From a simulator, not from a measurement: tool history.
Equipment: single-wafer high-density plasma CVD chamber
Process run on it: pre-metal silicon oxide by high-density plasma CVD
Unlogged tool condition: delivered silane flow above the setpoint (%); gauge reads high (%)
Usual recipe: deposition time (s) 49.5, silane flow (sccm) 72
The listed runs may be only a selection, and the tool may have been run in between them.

| run | hour | deposition time (s) | silane flow (sccm) | wafers since the last listed run | hours since the silane flow controller was replaced | hours since the gauge calibration | read-back reference wafer on the same gauge, thickness_nm | mean film thickness on the monitor wafer (angstrom) |
|---|---|---|---|---|---|---|---|---|
| 1 | 0 | 49.5 | 72 | 0 | 804.5 | 445.6 | 352.893 | 3516.54 |
| 2 | 38.9 | 49.5 | 72 | 801 | 843.4 | 484.5 | 352.988 | 3525.11 |
| 3 | 97.6 | 49.5 | 72 | 1209 | 902.1 | 543.2 | 352.984 | 3541.31 |
| 4 | 164.1 | 49.5 | 79 | 1370 | 968.6 | 609.7 | 352.916 | 3899.79 |
| 5 | 221.1 | 49.5 | 79 | 1174 | 1025.6 | 666.7 | 353.051 | 3876.47 |
| 6 | 271.8 | 49.5 | 72 | 1045 | 1076.3 | 717.4 | 352.925 | 3546.68 |
| 7 | 370.5 | 49.5 | 72 | 2034 | 1175 | 816.1 | 353.117 | 3524.88 |
| 8 | 450.5 | 49.5 | 72 | 1648 | 1255 | 896.1 | 352.747 | 3551.86 |
| 9 | 549.6 | 44.8 | 72 | 2042 | 1354.1 | 995.2 | 353.117 | 3192.24 |
| 10 | 605.4 | 49.5 | 61 | 1150 | 1409.9 | 1051 | 353.151 | 3016.71 |
|  | 665.2 | gauge calibrated |
| 11 | 684.7 | 52.1 | 58 | 1634 | 1489.2 | 19.5 | 352.879 | 3012.2 |
| 12 | 734.1 | 49.5 | 72 | 1018 | 1538.6 | 68.9 | 352.713 | 3561.25 |
| 13 | 802.8 | 43 | 78 | 1416 | 1607.3 | 137.6 | 353.268 | 3350.19 |
| 14 | 839.3 | 49.5 | 68 | 752 | 1643.8 | 174.1 | 352.846 | 3376.44 |
|  | 922.3 | silane flow controller replaced |
| 15 | 922.8 | 41.9 | 82 | 1556 | 0.5 | 257.6 | 352.68 | 3244.87 |
| 16 | 976.7 | 52.1 | 58 | 1110 | 54.4 | 311.5 | 352.813 | 2858.94 |
| 17 | 1078.3 | 49.5 | 72 | 2094 | 156 | 413.1 | 352.989 | 3407.88 |

What does the tool deliver on the next run?
| 18 | 1173.8 | 54.4 | 65 | 1968 | 251.5 | 508.6 | ? | ? |

read-back reference wafer on the same gauge, thickness_nm: 353.09
mean film thickness on the monitor wafer (angstrom): 3411.25
With the hidden condition absent and the run-to-run variation left alone, this run would have shown mean film thickness on the monitor wafer (angstrom) 3338.18.
